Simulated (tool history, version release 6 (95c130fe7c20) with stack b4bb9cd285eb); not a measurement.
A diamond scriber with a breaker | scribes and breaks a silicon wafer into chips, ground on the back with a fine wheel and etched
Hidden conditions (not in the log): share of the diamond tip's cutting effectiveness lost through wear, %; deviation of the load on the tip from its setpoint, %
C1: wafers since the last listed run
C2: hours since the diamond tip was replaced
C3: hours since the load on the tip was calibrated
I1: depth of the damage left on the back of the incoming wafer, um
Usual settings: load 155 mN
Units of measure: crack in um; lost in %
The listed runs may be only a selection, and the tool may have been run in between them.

run 1 hour=0.0 | load=135 | C1=0 C2=111.1 C3=1520.3 | I1=0.60 | crack=7.02 lost=2.77
run 2 hour=64.6 | load=135 | C1=173 C2=175.7 C3=1584.9 | I1=0.33 | crack=6.82 lost=3.34
-- hour=148.3 load on the tip recalibrated
run 3 hour=155.2 | load=135 | C1=238 C2=266.3 C3=6.9 | I1=0.67 | crack=6.70 lost=3.81
run 4 hour=208.2 | load=155 | C1=142 C2=319.3 C3=59.9 | I1=0.38 | crack=7.14 lost=2.19
run 5 hour=274.6 | load=155 | C1=178 C2=385.7 C3=126.3 | I1=0.33 | crack=7.00 lost=2.35
run 6 hour=364.7 | load=155 | C1=242 C2=475.8 C3=216.4 | I1=0.33 | crack=6.92 lost=2.98
run 7 hour=435.9 | load=155 | C1=191 C2=547.0 C3=287.6 | I1=0.79 | crack=6.68 lost=3.62
-- hour=442.9 diamond tip replaced by a new one
run 8 hour=521.0 | load=123 | C1=223 C2=78.1 C3=372.7 | I1=0.39 | crack=6.73 lost=4.64
run 9 hour=574.6 | load=189 | C1=144 C2=131.7 C3=426.3 | I1=0.48 | crack=8.21 lost=1.99
run 10 hour=631.0 | load=189 | C1=151 C2=188.1 C3=482.7 | I1=0.64 | crack=8.04 lost=2.00
run 11 hour=695.3 | load=181 | C1=173 C2=252.4 C3=547.0 | I1=0.60 | crack=7.90 lost=1.33
run 12 hour=744.1 | load=178 | C1=131 C2=301.2 C3=595.8 | I1=0.68 | crack=7.65 lost=1.38
run 13 hour=810.8 | load=178 | C1=179 C2=367.9 C3=662.5 | I1=0.63 | crack=7.58 lost=1.68
run 14 hour=859.2 | load=178 | C1=130 C2=416.3 C3=710.9 | I1=0.38 | crack=7.53 lost=1.40
run 15 hour=960.1 | load=155 | C1=271 C2=517.2 C3=811.8 | I1=0.54 | crack=6.77 lost=3.67
-- hour=979.6 diamond tip replaced by a new one
run 16 hour=1033.6 | load=130 | C1=192 C2=54.0 C3=885.3 | I1=0.69 | crack=6.92 lost=2.74
run 17 hour=1075.3 | load=155 | C1=112 C2=95.7 C3=927.0 | I1=0.62 | crack=7.56 lost=1.31
run 18 hour=1116.1 | load=133 | C1=109 C2=136.5 C3=967.8 | I1=0.45 | crack=6.78 lost=3.17
run 19 hour=1152.8 | load=124 | C1=98 C2=173.2 C3=1004.5 | I1=0.66 | crack=6.65 lost=4.82
run 20 hour=1225.8 | load=155 | C1=196 C2=246.2 C3=1077.5 | I1=0.77 | crack=7.20 lost=1.62
run 21 hour=1268.0 | load=170 | C1=113 C2=288.4 C3=1119.7 | I1=0.70 | crack=7.55 lost=1.49
run 22 hour=1358.3 | load=141 | C1=242 C2=378.7 C3=1210.0 | I1=0.43 | crack=6.71 lost=3.67
run 23 hour=1456.4 | load=155 | C1=263 C2=476.8 C3=1308.1 | I1=0.63 | crack=6.81 lost=2.93
run 24 hour=1504.6 | load=198 | C1=129 C2=525.0 C3=1356.3 | I1=0.35 | crack=7.78 lost=1.53
-- hour=1532.3 diamond tip replaced by a new one
run 25 hour=1602.6 | load=124 | C1=258 C2=70.3 C3=1454.3 | I1=0.41 | crack=6.72 lost=3.86
-- hour=1732.0 load on the tip recalibrated
run 26 hour=1755.0 | load=190 | C1=404 C2=222.7 C3=23.0 | I1=0.80 | crack=8.20 lost=1.95
run 27 hour=1809.7 | load=171 | C1=147 C2=277.4 C3=77.7 | I1=0.58 | crack=7.64 lost=1.43
-- hour=2008.9 diamond tip replaced by a new one
run 28 hour=2133.5 | load=155 | C1=865 C2=124.6 C3=401.5 | I1=0.75 | crack=7.58 lost=1.70
run 29 hour=2226.9 | load=198 | C1=251 C2=218.0 C3=494.9 | I1=0.77 | crack=8.34 lost=2.39
run 30 hour=2354.5 | load=188 | C1=343 C2=345.6 C3=622.5 | I1=0.66 | crack=7.88 lost=1.50
-- hour=2427.7 diamond tip replaced by a new one
run 31 hour=2436.6 | load=111 | C1=215 C2=8.9 C3=704.6 | I1=0.38 | crack=6.39 lost=5.08

Here are 4 independent what-if runs from the current tool condition. What would each one return?
run A hour=2437.2 | load=155 | C1=1 C2=9.5 C3=705.2 | I1=0.47 | crack=? lost=?
run B hour=2437.2 | load=183 | C1=1 C2=9.5 C3=705.2 | I1=0.47 | crack=? lost=?
run C hour=2437.2 | load=185 | C1=1 C2=9.5 C3=705.2 | I1=0.47 | crack=? lost=?
run D hour=2437.2 | load=134 | C1=1 C2=9.5 C3=705.2 | I1=0.47 | crack=? lost=?

run=A crack=7.67 lost=1.30
run=B crack=8.39 lost=2.03
run=C crack=8.44 lost=2.14
run=D crack=7.10 lost=2.07
With no hidden state in the tool, these same runs would have given:
run=A crack=7.73 lost=1.29
run=B crack=8.46 lost=2.18
run=C crack=8.51 lost=2.30
run=D crack=7.16 lost=1.94
